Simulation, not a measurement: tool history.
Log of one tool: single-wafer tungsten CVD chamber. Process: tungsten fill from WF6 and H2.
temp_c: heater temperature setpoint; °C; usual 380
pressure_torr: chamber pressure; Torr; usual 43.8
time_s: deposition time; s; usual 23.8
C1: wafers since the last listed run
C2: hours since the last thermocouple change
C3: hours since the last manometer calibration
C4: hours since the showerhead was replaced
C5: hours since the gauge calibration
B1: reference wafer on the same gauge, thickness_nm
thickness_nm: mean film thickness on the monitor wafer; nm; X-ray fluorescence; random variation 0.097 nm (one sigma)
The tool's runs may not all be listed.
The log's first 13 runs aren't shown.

-- day=7.804 thermocouple changed; heater temperature recalibrated
run 14 day=7.946 | temp_c=380 pressure_torr=36.1 time_s=22 | C1=77 C2=3.4 C3=2157.5 C4=73.6 C5=126.3 | B1=54.522 | thickness_nm=48.271
run 15 day=8.45 | temp_c=389 pressure_torr=43.8 time_s=23.8 | C1=276 C2=15.5 C3=2169.6 C4=85.7 C5=138.4 | B1=54.48 | thickness_nm=66.488
run 16 day=8.717 | temp_c=380 pressure_torr=43.8 time_s=23.8 | C1=146 C2=21.9 C3=2176 C4=92.1 C5=144.8 | B1=54.495 | thickness_nm=57.02
run 17 day=9.35 | temp_c=380 pressure_torr=48 time_s=26.7 | C1=347 C2=37.1 C3=2191.2 C4=107.3 C5=160 | B1=54.517 | thickness_nm=66.451
run 18 day=9.825 | temp_c=380 pressure_torr=43.8 time_s=23.8 | C1=260 C2=48.5 C3=2202.6 C4=118.7 C5=171.4 | B1=54.502 | thickness_nm=56.897
run 19 day=10.262 | temp_c=395 pressure_torr=52.5 time_s=21.2 | C1=239 C2=59 C3=2213.1 C4=129.2 C5=181.9 | B1=54.508 | thickness_nm=70.785
-- day=11.012 capacitance manometer re-zeroed and calibrated
run 20 day=11.033 | temp_c=390 pressure_torr=50.4 time_s=22.1 | C1=239 C2=77.5 C3=0.5 C4=147.7 C5=200.4 | B1=54.477 | thickness_nm=68.383
run 21 day=11.662 | temp_c=392 pressure_torr=40.6 time_s=27.3 | C1=345 C2=92.6 C3=15.6 C4=162.8 C5=215.5 | B1=54.496 | thickness_nm=79.664
run 22 day=12.283 | temp_c=373 pressure_torr=43.8 time_s=26.9 | C1=340 C2=107.5 C3=30.5 C4=177.7 C5=230.4 | B1=54.511 | thickness_nm=58.004
run 23 day=12.546 | temp_c=369 pressure_torr=46.7 time_s=23.8 | C1=143 C2=113.8 C3=36.8 C4=184 C5=236.7 | B1=54.513 | thickness_nm=48.927
run 24 day=13.192 | temp_c=386 pressure_torr=49.9 time_s=21.2 | C1=354 C2=129.3 C3=52.3 C4=199.5 C5=252.2 | B1=54.47 | thickness_nm=60.943
run 25 day=13.612 | temp_c=385 pressure_torr=43.8 time_s=23.8 | C1=230 C2=139.4 C3=62.4 C4=209.6 C5=262.3 | B1=54.49 | thickness_nm=63.666
run 26 day=14.125 | temp_c=380 pressure_torr=43.8 time_s=23.8 | C1=281 C2=151.7 C3=74.7 C4=221.9 C5=274.6 | B1=54.514 | thickness_nm=58.174
run 27 day=14.754 | temp_c=380 pressure_torr=43.8 time_s=23.8 | C1=345 C2=166.8 C3=89.8 C4=237 C5=289.7 | B1=54.507 | thickness_nm=58.374
run 28 day=15.379 | temp_c=394 pressure_torr=34.4 time_s=21.4 | C1=342 C2=181.8 C3=104.8 C4=252 C5=304.7 | B1=54.505 | thickness_nm=60.086
run 29 day=15.858 | temp_c=380 pressure_torr=34.1 time_s=19.2 | C1=262 C2=193.3 C3=116.3 C4=263.5 C5=316.2 | B1=54.513 | thickness_nm=42.233
run 30 day=16.496 | temp_c=368 pressure_torr=53.3 time_s=23.8 | C1=349 C2=208.6 C3=131.6 C4=278.8 C5=331.5 | B1=54.518 | thickness_nm=50.868
run 31 day=17.225 | temp_c=380 pressure_torr=43.8 time_s=27.4 | C1=399 C2=226.1 C3=149.1 C4=296.3 C5=349 | B1=54.507 | thickness_nm=67.296
run 32 day=17.588 | temp_c=385 pressure_torr=52.4 time_s=20.6 | C1=198 C2=234.8 C3=157.8 C4=305 C5=357.7 | B1=54.51 | thickness_nm=59.551
run 33 day=18.046 | temp_c=380 pressure_torr=43.8 time_s=23.8 | C1=251 C2=245.8 C3=168.8 C4=316 C5=368.7 | B1=54.502 | thickness_nm=58.517
run 34 day=18.346 | temp_c=365 pressure_torr=43.8 time_s=20 | C1=164 C2=253 C3=176 C4=323.2 C5=375.9 | B1=54.487 | thickness_nm=37.102

Forecast each of these 4 alternatives for the next run:
run A day=18.362 | temp_c=380 pressure_torr=43.8 time_s=23.8 | C1=9 C2=253.4 C3=176.4 C4=323.6 C5=376.3 | B1=? | thickness_nm=?
run B day=18.362 | temp_c=380 pressure_torr=54.4 time_s=27.9 | C1=9 C2=253.4 C3=176.4 C4=323.6 C5=376.3 | B1=? | thickness_nm=?
run C day=18.362 | temp_c=368 pressure_torr=43.8 time_s=23.8 | C1=9 C2=253.4 C3=176.4 C4=323.6 C5=376.3 | B1=? | thickness_nm=?
run D day=18.362 | temp_c=384 pressure_torr=43.8 time_s=23.8 | C1=9 C2=253.4 C3=176.4 C4=323.6 C5=376.3 | B1=? | thickness_nm=?

run=A B1=54.517 thickness_nm=58.391
run=B B1=54.517 thickness_nm=75.149
run=C B1=54.517 thickness_nm=46.895
run=D B1=54.517 thickness_nm=62.659
Without the tool's hidden state the same runs would have given:
run=A thickness_nm=58.553
run=B thickness_nm=75.355
run=C thickness_nm=47.028
run=D thickness_nm=62.832
